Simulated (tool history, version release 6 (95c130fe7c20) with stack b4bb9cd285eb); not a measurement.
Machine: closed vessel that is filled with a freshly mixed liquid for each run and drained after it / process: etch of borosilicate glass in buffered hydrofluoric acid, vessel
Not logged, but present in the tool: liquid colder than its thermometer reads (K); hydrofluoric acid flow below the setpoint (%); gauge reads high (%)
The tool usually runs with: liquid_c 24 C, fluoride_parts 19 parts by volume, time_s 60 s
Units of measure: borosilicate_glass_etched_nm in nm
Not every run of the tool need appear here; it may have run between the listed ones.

run    hour  liquid_c  fluoride_parts  time_s  wafers since the last listed run  hours since the thermometer was replaced  hours since the hydrofluoric acid flow meter was replaced  hours since the gauge calibration  read-back film thickness of the borosilicate glass reference wafer, read on the same gauge (nm)  borosilicate_glass_etched_nm
  1       0      20.5              19      60                                 0                                      98.4                                                      703.1                              350.1                                                                                               40                         30.63
  2    37.7        24              19      60                              3679                                     136.1                                                      740.8                              387.8                                                                                            39.98                         36.96
      181.1  -- hydrofluoric acid flow meter replaced
  3   247.6        24              17      60                             20387                                       346                                                       66.5                              597.7                                                                                            40.03                         43.29
  4   315.6        24              19      60                              6636                                       414                                                      134.5                              665.7                                                                                               40                         38.22
  5     371        24              19      60                              5406                                     469.4                                                      189.9                              721.1                                                                                            40.01                         38.53
  6   430.8        24              19      60                              5836                                     529.2                                                      249.7                              780.9                                                                                            39.99                          38.4
  7   520.6        24              19      40                              8763                                       619                                                      339.5                              870.7                                                                                               40                         25.23
      527.9  -- thermometer replaced
  8   613.9        24              19      40                              9007                                        86                                                      432.8                                964                                                                                            40.02                         25.03
  9   700.9        27              19      60                              8490                                       173                                                      519.8                               1051                                                                                               40                         43.77
 10   805.2        24              19      60                             10179                                     277.3                                                      624.1                             1155.3                                                                                               40                         37.41
 11   907.6        24              19      60                              9993                                     379.7                                                      726.5                             1257.7                                                                                            39.98                         36.54
 12   988.9        24              19      60                              7934                                       461                                                      807.8                               1339                                                                                            40.02                          36.7
 13  1054.6        24            15.5      50                              6411                                     526.7                                                      873.5                             1404.7                                                                                            39.98                         36.34
 14    1111        24            23.5      60                              5504                                     583.1                                                      929.9                             1461.1                                                                                            40.01                         30.92
     1122.5  -- gauge calibrated
 15  1166.3        24              19      60                              5396                                     638.4                                                      985.2                               43.8                                                                                            40.01                         36.02
     1237.8  -- hydrofluoric acid flow meter replaced
     1260.9  -- thermometer replaced
 16  1263.6        24            24.5      70                              9300                                       2.7                                                       25.8                              141.1                                                                                               40                         38.16
 17  1359.7        28              19      95                              9378                                      98.8                                                      121.9                              237.2                                                                                               40                         76.12
 18  1397.7      19.5              22      60                              3708                                     136.8                                                      159.9                              275.2                                                                                               40                         27.23
 19  1457.8        24              22      60                              5865                                     196.9                                                        220                              335.3                                                                                            40.01                         34.56
 20  1526.1        24              19      35                              6665                                     265.2                                                      288.3                              403.6                                                                                            39.99                         22.23
 21  1597.3        22              13      40                              6948                                     336.4                                                      359.5                              474.8                                                                                               40                         32.93
 22  1695.8        24            22.5      95                              9612                                     434.9                                                        458                              573.3                                                                                            40.02                         52.67
 23    1738        20              19      80                              4118                                     477.1                                                      500.2                              615.5                                                                                               40                         39.91
 24    1794      19.5              22      60                              5465                                     533.1                                                      556.2                              671.5                                                                                               40                         25.98
 25  1896.3        24              19      60                              9983                                     635.4                                                      658.5                              773.8                                                                                            39.99                         36.94
 26  1933.9        24            25.5      60                              3669                                       673                                                      696.1                              811.4                                                                                               40                          30.2

Hidden state at the last listed run before each entry between runs and at the first one after, where it differs:
From run 2 to run 3: hydrofluoric acid flow meter replaced (hour 181.1)
  hydrofluoric acid flow below the setpoint (%): 7.23 -> 2.19
  measured result minus the result with no hidden state, borosilicate_glass_etched_nm: -2.57 -> -0.96 nm
From run 7 to run 8: thermometer replaced (hour 527.9)
  hydrofluoric acid flow below the setpoint (%): 4.82 -> 5.72
  measured result minus the result with no hidden state, borosilicate_glass_etched_nm: -1.27 -> -1.45 nm
From run 14 to run 15: gauge calibrated (hour 1122.5)
  hydrofluoric acid flow below the setpoint (%): 10.5 -> 11.1
  measured result minus the result with no hidden state, borosilicate_glass_etched_nm: -2.47 -> -3.65 nm
From run 15 to run 16: hydrofluoric acid flow meter replaced (hour 1237.8); thermometer replaced (hour 1260.9)
  hydrofluoric acid flow below the setpoint (%): 11.1 -> 1.51
  measured result minus the result with no hidden state, borosilicate_glass_etched_nm: -3.65 -> -0.4 nm
